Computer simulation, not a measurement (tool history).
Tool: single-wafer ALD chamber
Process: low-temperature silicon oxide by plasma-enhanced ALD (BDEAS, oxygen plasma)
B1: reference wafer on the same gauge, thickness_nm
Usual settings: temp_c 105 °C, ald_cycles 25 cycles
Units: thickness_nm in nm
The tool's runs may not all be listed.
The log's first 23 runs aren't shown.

{"day": 11.233, "done": "thermocouple changed; heater temperature recalibrated"}
{"run": 24, "day": 11.288, "temp_c": 97, "ald_cycles": 29, "B1": 4.657, "thickness_nm": 4.624}
{"run": 25, "day": 11.662, "temp_c": 110, "ald_cycles": 21, "B1": 4.657, "thickness_nm": 3.243}
{"run": 26, "day": 12.129, "temp_c": 105, "ald_cycles": 26, "B1": 4.661, "thickness_nm": 4.053}
{"run": 27, "day": 12.471, "temp_c": 105, "ald_cycles": 25, "B1": 4.664, "thickness_nm": 3.885}
{"run": 28, "day": 12.821, "temp_c": 115, "ald_cycles": 29, "B1": 4.663, "thickness_nm": 4.417}
{"run": 29, "day": 13.371, "temp_c": 118, "ald_cycles": 23, "B1": 4.665, "thickness_nm": 3.496}
{"run": 30, "day": 13.946, "temp_c": 115, "ald_cycles": 25, "B1": 4.67, "thickness_nm": 3.816}
{"run": 31, "day": 14.454, "temp_c": 105, "ald_cycles": 24, "B1": 4.672, "thickness_nm": 3.746}
{"run": 32, "day": 14.838, "temp_c": 111, "ald_cycles": 23, "B1": 4.671, "thickness_nm": 3.556}
{"run": 33, "day": 15.238, "temp_c": 96, "ald_cycles": 27, "B1": 4.672, "thickness_nm": 4.321}
{"run": 34, "day": 15.704, "temp_c": 119, "ald_cycles": 30, "B1": 4.675, "thickness_nm": 4.554}
{"run": 35, "day": 16.35, "temp_c": 119, "ald_cycles": 29, "B1": 4.677, "thickness_nm": 4.403}
{"run": 36, "day": 16.696, "temp_c": 100, "ald_cycles": 27, "B1": 4.677, "thickness_nm": 4.275}
{"run": 37, "day": 17.217, "temp_c": 113, "ald_cycles": 22, "B1": 4.677, "thickness_nm": 3.383}
{"run": 38, "day": 17.592, "temp_c": 98, "ald_cycles": 21, "B1": 4.679, "thickness_nm": 3.345}
{"run": 39, "day": 18.208, "temp_c": 105, "ald_cycles": 23, "B1": 4.68, "thickness_nm": 3.59}
{"run": 40, "day": 18.646, "temp_c": 105, "ald_cycles": 25, "B1": 4.681, "thickness_nm": 3.91}

4 ways to go on from here, each from the tool as it stands after run 40. What would each give?
{"run": "A", "day": 18.662, "temp_c": 105, "ald_cycles": 28, "B1": "?", "thickness_nm": "?"}
{"run": "B", "day": 18.662, "temp_c": 92, "ald_cycles": 25, "B1": "?", "thickness_nm": "?"}
{"run": "C", "day": 18.662, "temp_c": 105, "ald_cycles": 29, "B1": "?", "thickness_nm": "?"}
{"run": "D", "day": 18.662, "temp_c": 99, "ald_cycles": 29, "B1": "?", "thickness_nm": "?"}

run=A B1=4.681 thickness_nm=4.383
run=B B1=4.681 thickness_nm=4.089
run=C B1=4.681 thickness_nm=4.539
run=D B1=4.681 thickness_nm=4.611
Without the tool's hidden state the same runs would have given:
run=A thickness_nm=4.306
run=B thickness_nm=4.018
run=C thickness_nm=4.46
run=D thickness_nm=4.531
